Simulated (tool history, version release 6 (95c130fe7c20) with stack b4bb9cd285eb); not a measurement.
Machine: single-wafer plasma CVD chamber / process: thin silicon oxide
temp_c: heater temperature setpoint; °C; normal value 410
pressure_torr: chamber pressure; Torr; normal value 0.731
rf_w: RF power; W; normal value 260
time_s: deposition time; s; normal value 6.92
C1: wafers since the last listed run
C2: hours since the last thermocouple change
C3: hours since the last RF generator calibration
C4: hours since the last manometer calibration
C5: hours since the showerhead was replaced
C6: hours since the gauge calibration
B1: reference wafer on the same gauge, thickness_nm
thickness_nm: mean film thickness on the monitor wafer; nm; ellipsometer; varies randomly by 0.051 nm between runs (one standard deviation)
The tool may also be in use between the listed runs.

{"run": 1, "hour": 0.0, "temp_c": 410, "pressure_torr": 0.731, "rf_w": 260, "time_s": 6.92, "C1": 0, "C2": 3120.8, "C3": 2164.4, "C4": 1812.8, "C5": 5121.5, "C6": 17.2, "B1": 10.992, "thickness_nm": 10.217}
{"run": 2, "hour": 7.4, "temp_c": 410, "pressure_torr": 0.731, "rf_w": 260, "time_s": 6.92, "C1": 202, "C2": 3128.2, "C3": 2171.8, "C4": 1820.2, "C5": 5128.9, "C6": 24.6, "B1": 10.998, "thickness_nm": 10.184}
{"run": 3, "hour": 18.9, "temp_c": 410, "pressure_torr": 0.731, "rf_w": 260, "time_s": 6.92, "C1": 314, "C2": 3139.7, "C3": 2183.3, "C4": 1831.7, "C5": 5140.4, "C6": 36.1, "B1": 11.003, "thickness_nm": 10.091}
{"run": 4, "hour": 27.7, "temp_c": 410, "pressure_torr": 0.731, "rf_w": 260, "time_s": 6.92, "C1": 240, "C2": 3148.5, "C3": 2192.1, "C4": 1840.5, "C5": 5149.2, "C6": 44.9, "B1": 11.004, "thickness_nm": 10.222}
{"run": 5, "hour": 38.6, "temp_c": 410, "pressure_torr": 0.731, "rf_w": 305, "time_s": 5.97, "C1": 298, "C2": 3159.4, "C3": 2203.0, "C4": 1851.4, "C5": 5160.1, "C6": 55.8, "B1": 10.997, "thickness_nm": 9.271}
{"hour": 46.6, "done": "showerhead replaced"}
{"hour": 56.7, "done": "thermocouple changed; heater temperature recalibrated"}
{"run": 6, "hour": 57.2, "temp_c": 410, "pressure_torr": 0.731, "rf_w": 235, "time_s": 6.92, "C1": 71, "C2": 0.5, "C3": 2221.6, "C4": 1870.0, "C5": 10.6, "C6": 74.4, "B1": 10.995, "thickness_nm": 9.797}
{"run": 7, "hour": 69.5, "temp_c": 410, "pressure_torr": 0.629, "rf_w": 260, "time_s": 6.92, "C1": 336, "C2": 12.8, "C3": 2233.9, "C4": 1882.3, "C5": 22.9, "C6": 86.7, "B1": 10.999, "thickness_nm": 8.681}
{"hour": 79.0, "done": "capacitance manometer re-zeroed and calibrated"}
{"run": 8, "hour": 83.3, "temp_c": 406, "pressure_torr": 0.82, "rf_w": 215, "time_s": 6.92, "C1": 158, "C2": 26.6, "C3": 2247.7, "C4": 4.3, "C5": 36.7, "C6": 100.5, "B1": 10.998, "thickness_nm": 11.379}
{"hour": 99.1, "done": "RF generator calibrated"}
{"run": 9, "hour": 99.6, "temp_c": 410, "pressure_torr": 0.638, "rf_w": 260, "time_s": 6.92, "C1": 227, "C2": 42.9, "C3": 0.5, "C4": 20.6, "C5": 53.0, "C6": 116.8, "B1": 11.004, "thickness_nm": 9.543}
{"run": 10, "hour": 112.6, "temp_c": 402, "pressure_torr": 0.849, "rf_w": 260, "time_s": 6.51, "C1": 355, "C2": 55.9, "C3": 13.5, "C4": 33.6, "C5": 66.0, "C6": 129.8, "B1": 10.998, "thickness_nm": 11.857}
{"run": 11, "hour": 125.7, "temp_c": 410, "pressure_torr": 0.731, "rf_w": 260, "time_s": 5.72, "C1": 358, "C2": 69.0, "C3": 26.6, "C4": 46.7, "C5": 79.1, "C6": 142.9, "B1": 10.982, "thickness_nm": 8.991}
{"run": 12, "hour": 133.1, "temp_c": 410, "pressure_torr": 0.853, "rf_w": 260, "time_s": 7.84, "C1": 202, "C2": 76.4, "C3": 34.0, "C4": 54.1, "C5": 86.5, "C6": 150.3, "B1": 11.004, "thickness_nm": 14.207}
{"run": 13, "hour": 147.8, "temp_c": 410, "pressure_torr": 0.731, "rf_w": 260, "time_s": 6.92, "C1": 402, "C2": 91.1, "C3": 48.7, "C4": 68.8, "C5": 101.2, "C6": 165.0, "B1": 10.982, "thickness_nm": 10.835}
{"run": 14, "hour": 158.5, "temp_c": 410, "pressure_torr": 0.731, "rf_w": 260, "time_s": 6.92, "C1": 292, "C2": 101.8, "C3": 59.4, "C4": 79.5, "C5": 111.9, "C6": 175.7, "B1": 11.005, "thickness_nm": 10.805}
{"run": 15, "hour": 172.3, "temp_c": 410, "pressure_torr": 0.858, "rf_w": 260, "time_s": 6.92, "C1": 377, "C2": 115.6, "C3": 73.2, "C4": 93.3, "C5": 125.7, "C6": 189.5, "B1": 11.009, "thickness_nm": 12.487}
{"run": 16, "hour": 212.3, "temp_c": 416, "pressure_torr": 0.731, "rf_w": 290, "time_s": 7.6, "C1": 1094, "C2": 155.6, "C3": 113.2, "C4": 133.3, "C5": 165.7, "C6": 229.5, "B1": 10.999, "thickness_nm": 12.273}
{"run": 17, "hour": 224.4, "temp_c": 410, "pressure_torr": 0.731, "rf_w": 260, "time_s": 6.92, "C1": 331, "C2": 167.7, "C3": 125.3, "C4": 145.4, "C5": 177.8, "C6": 241.6, "B1": 10.988, "thickness_nm": 10.793}
{"run": 18, "hour": 236.0, "temp_c": 410, "pressure_torr": 0.731, "rf_w": 280, "time_s": 7.46, "C1": 317, "C2": 179.3, "C3": 136.9, "C4": 157.0, "C5": 189.4, "C6": 253.2, "B1": 11.005, "thickness_nm": 11.928}
{"run": 19, "hour": 244.6, "temp_c": 410, "pressure_torr": 0.731, "rf_w": 310, "time_s": 6.92, "C1": 235, "C2": 187.9, "C3": 145.5, "C4": 165.6, "C5": 198.0, "C6": 261.8, "B1": 11.0, "thickness_nm": 11.436}
{"run": 20, "hour": 255.8, "temp_c": 410, "pressure_torr": 0.731, "rf_w": 305, "time_s": 6.92, "C1": 306, "C2": 199.1, "C3": 156.7, "C4": 176.8, "C5": 209.2, "C6": 273.0, "B1": 10.998, "thickness_nm": 11.299}
{"run": 21, "hour": 271.0, "temp_c": 410, "pressure_torr": 0.731, "rf_w": 260, "time_s": 6.92, "C1": 416, "C2": 214.3, "C3": 171.9, "C4": 192.0, "C5": 224.4, "C6": 288.2, "B1": 10.987, "thickness_nm": 10.761}
{"run": 22, "hour": 287.1, "temp_c": 410, "pressure_torr": 0.731, "rf_w": 260, "time_s": 6.92, "C1": 440, "C2": 230.4, "C3": 188.0, "C4": 208.1, "C5": 240.5, "C6": 304.3, "B1": 11.006, "thickness_nm": 10.717}
{"run": 23, "hour": 298.1, "temp_c": 410, "pressure_torr": 0.731, "rf_w": 260, "time_s": 6.92, "C1": 301, "C2": 241.4, "C3": 199.0, "C4": 219.1, "C5": 251.5, "C6": 315.3, "B1": 11.0, "thickness_nm": 10.712}
{"run": 24, "hour": 306.3, "temp_c": 410, "pressure_torr": 0.731, "rf_w": 260, "time_s": 7.4, "C1": 224, "C2": 249.6, "C3": 207.2, "C4": 227.3, "C5": 259.7, "C6": 323.5, "B1": 10.99, "thickness_nm": 11.488}
{"run": 25, "hour": 314.8, "temp_c": 417, "pressure_torr": 0.564, "rf_w": 275, "time_s": 8.07, "C1": 232, "C2": 258.1, "C3": 215.7, "C4": 235.8, "C5": 268.2, "C6": 332.0, "B1": 11.008, "thickness_nm": 9.756}
{"run": 26, "hour": 325.4, "temp_c": 410, "pressure_torr": 0.731, "rf_w": 260, "time_s": 6.92, "C1": 290, "C2": 268.7, "C3": 226.3, "C4": 246.4, "C5": 278.8, "C6": 342.6, "B1": 10.997, "thickness_nm": 10.652}
{"run": 27, "hour": 342.9, "temp_c": 410, "pressure_torr": 0.559, "rf_w": 260, "time_s": 6.92, "C1": 478, "C2": 286.2, "C3": 243.8, "C4": 263.9, "C5": 296.3, "C6": 360.1, "B1": 10.991, "thickness_nm": 8.011}
{"run": 28, "hour": 351.4, "temp_c": 410, "pressure_torr": 0.731, "rf_w": 260, "time_s": 6.92, "C1": 232, "C2": 294.7, "C3": 252.3, "C4": 272.4, "C5": 304.8, "C6": 368.6, "B1": 11.0, "thickness_nm": 10.757}

What if the next run were any one of these 5? Each begins from the tool's condition after run 28:
{"run": "A", "hour": 351.8, "temp_c": 410, "pressure_torr": 0.731, "rf_w": 280, "time_s": 6.92, "C1": 10, "C2": 295.1, "C3": 252.7, "C4": 272.8, "C5": 305.2, "C6": 369.0, "B1": "?", "thickness_nm": "?"}
{"run": "B", "hour": 351.8, "temp_c": 410, "pressure_torr": 0.834, "rf_w": 260, "time_s": 6.92, "C1": 10, "C2": 295.1, "C3": 252.7, "C4": 272.8, "C5": 305.2, "C6": 369.0, "B1": "?", "thickness_nm": "?"}
{"run": "C", "hour": 351.8, "temp_c": 398, "pressure_torr": 0.731, "rf_w": 260, "time_s": 6.92, "C1": 10, "C2": 295.1, "C3": 252.7, "C4": 272.8, "C5": 305.2, "C6": 369.0, "B1": "?", "thickness_nm": "?"}
{"run": "D", "hour": 351.8, "temp_c": 400, "pressure_torr": 0.897, "rf_w": 260, "time_s": 6.92, "C1": 10, "C2": 295.1, "C3": 252.7, "C4": 272.8, "C5": 305.2, "C6": 369.0, "B1": "?", "thickness_nm": "?"}
{"run": "E", "hour": 351.8, "temp_c": 410, "pressure_torr": 0.731, "rf_w": 215, "time_s": 6.92, "C1": 10, "C2": 295.1, "C3": 252.7, "C4": 272.8, "C5": 305.2, "C6": 369.0, "B1": "?", "thickness_nm": "?"}

run=A B1=10.996 thickness_nm=10.984
run=B B1=10.996 thickness_nm=12.154
run=C B1=10.996 thickness_nm=10.806
run=D B1=10.996 thickness_nm=13.029
run=E B1=10.996 thickness_nm=10.031
Take away the tool's hidden state, keep each run's random variation, and the runs would have read:
run=A thickness_nm=11.272
run=B thickness_nm=12.438
run=C thickness_nm=11.089
run=D thickness_nm=13.308
run=E thickness_nm=10.294

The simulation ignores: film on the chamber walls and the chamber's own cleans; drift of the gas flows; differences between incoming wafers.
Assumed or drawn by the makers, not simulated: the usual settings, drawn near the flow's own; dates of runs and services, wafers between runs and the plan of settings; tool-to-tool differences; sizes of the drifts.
